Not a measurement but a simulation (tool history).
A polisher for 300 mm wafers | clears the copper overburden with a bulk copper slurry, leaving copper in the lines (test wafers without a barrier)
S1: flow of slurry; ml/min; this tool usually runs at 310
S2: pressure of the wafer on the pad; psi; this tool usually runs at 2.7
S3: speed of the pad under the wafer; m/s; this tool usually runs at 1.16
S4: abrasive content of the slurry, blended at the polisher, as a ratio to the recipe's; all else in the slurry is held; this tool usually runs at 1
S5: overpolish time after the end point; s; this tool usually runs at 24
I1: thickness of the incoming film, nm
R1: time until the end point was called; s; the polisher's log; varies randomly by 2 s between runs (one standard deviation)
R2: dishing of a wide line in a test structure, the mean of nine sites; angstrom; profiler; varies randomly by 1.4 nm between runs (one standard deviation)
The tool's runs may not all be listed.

run 1 hour=0 | S1=310 S2=2.7 S3=1.16 S4=1 S5=24 | I1=976.1 | R1=115.5 R2=959
run 2 hour=6.5 | S1=310 S2=2.7 S3=1.16 S4=1 S5=24 | I1=952.6 | R1=111.2 R2=939
-- hour=19.7 worn pad replaced by a new one
run 3 hour=23.9 | S1=310 S2=2.7 S3=1.16 S4=1 S5=24 | I1=964.9 | R1=101.6 R2=979
run 4 hour=31.3 | S1=285 S2=2.7 S3=1.16 S4=1 S5=24 | I1=957.5 | R1=102.1 R2=993
run 5 hour=44.3 | S1=310 S2=2.7 S3=1.16 S4=1 S5=24 | I1=962.6 | R1=104.6 R2=965
run 6 hour=57.4 | S1=310 S2=2.7 S3=1.16 S4=1 S5=24 | I1=946.2 | R1=102 R2=995
run 7 hour=71.8 | S1=310 S2=2.7 S3=1.16 S4=1 S5=24 | I1=973.2 | R1=109.7 R2=955
run 8 hour=81.6 | S1=310 S2=2.7 S3=1.08 S4=1 S5=20 | I1=965.9 | R1=117.7 R2=846
run 9 hour=93.6 | S1=310 S2=2.7 S3=1.16 S4=1 S5=24 | I1=955.8 | R1=111.1 R2=952
run 10 hour=102.7 | S1=310 S2=2.7 S3=1.28 S4=1.15 S5=24 | I1=965.9 | R1=100.7 R2=999
run 11 hour=109.2 | S1=385 S2=2.7 S3=1.16 S4=1.15 S5=24 | I1=971.3 | R1=109.2 R2=967
-- hour=124.1 worn pad replaced by a new one
run 12 hour=124.6 | S1=420 S2=3.3 S3=1.02 S4=1 S5=17 | I1=961.6 | R1=88.7 R2=905
run 13 hour=133.9 | S1=310 S2=2.2 S3=1.16 S4=1 S5=24 | I1=961.5 | R1=124.7 R2=855
-- hour=138.5 slurry nozzle cleaned
run 14 hour=142.8 | S1=310 S2=3 S3=1.16 S4=1 S5=36 | I1=981.5 | R1=96 R2=1182
-- hour=155.8 slurry blender recalibrated
run 15 hour=161.4 | S1=310 S2=3 S3=1.16 S4=0.75 S5=24 | I1=954.6 | R1=96.7 R2=1029
run 16 hour=170.3 | S1=310 S2=1.9 S3=1.54 S4=0.75 S5=30 | I1=982.4 | R1=124.5 R2=907
run 17 hour=201.1 | S1=310 S2=2.7 S3=1.36 S4=1 S5=24 | I1=956.1 | R1=94 R2=1015
run 18 hour=211.3 | S1=420 S2=3.3 S3=0.96 S4=1 S5=18 | I1=970.8 | R1=112.5 R2=847
run 19 hour=222.5 | S1=310 S2=2.7 S3=1.16 S4=1 S5=24 | I1=979.2 | R1=113.7 R2=957
-- hour=229.2 head pressure recalibrated
-- hour=234 worn pad replaced by a new one
run 20 hour=239.3 | S1=310 S2=2.7 S3=1.34 S4=1.15 S5=24 | I1=957.1 | R1=84.9 R2=1065
run 21 hour=256.2 | S1=260 S2=2.7 S3=1.16 S4=1.3 S5=24 | I1=969.3 | R1=97.2 R2=1033
run 22 hour=267 | S1=310 S2=2.7 S3=1.16 S4=1 S5=24 | I1=973.9 | R1=101.9 R2=980
run 23 hour=279.5 | S1=310 S2=2.7 S3=1.16 S4=1 S5=24 | I1=967.6 | R1=103.9 R2=977
run 24 hour=293.9 | S1=260 S2=2.7 S3=1.38 S4=0.7 S5=33 | I1=949.7 | R1=96.8 R2=1095
run 25 hour=306.4 | S1=345 S2=2.7 S3=1.16 S4=1 S5=11 | I1=978.7 | R1=110.9 R2=614
run 26 hour=318.8 | S1=240 S2=3.1 S3=1.16 S4=1.1 S5=10 | I1=967.3 | R1=99.6 R2=628
-- hour=337 worn pad replaced by a new one
run 27 hour=337.5 | S1=310 S2=2 S3=1.16 S4=1 S5=24 | I1=961.9 | R1=137 R2=818

Below are 5 alternative next runs, each starting from the tool's condition after run 27. Predict each:
run A hour=338 | S1=310 S2=2.7 S3=1.16 S4=1 S5=24 | I1=954.5 | R1=? R2=?
run B hour=338 | S1=405 S2=2.7 S3=1.34 S4=0.75 S5=24 | I1=954.5 | R1=? R2=?
run C hour=338 | S1=350 S2=2.2 S3=1.16 S4=0.75 S5=32 | I1=954.5 | R1=? R2=?
run D hour=338 | S1=310 S2=2.7 S3=1.16 S4=1 S5=16 | I1=954.5 | R1=? R2=?
run E hour=338 | S1=370 S2=3.2 S3=1.16 S4=0.7 S5=24 | I1=954.5 | R1=? R2=?

run=A R1=104.5 R2=983
run=B R1=95.7 R2=1019
run=C R1=136.8 R2=950
run=D R1=104.5 R2=800
run=E R1=95.4 R2=1053
The same runs, with their run-to-run variation unchanged, on a tool lacking any hidden condition would have given:
run=A R1=103.3 R2=988
run=B R1=94.6 R2=1024
run=C R1=135.2 R2=955
run=D R1=103.3 R2=806
run=E R1=94.3 R2=1059
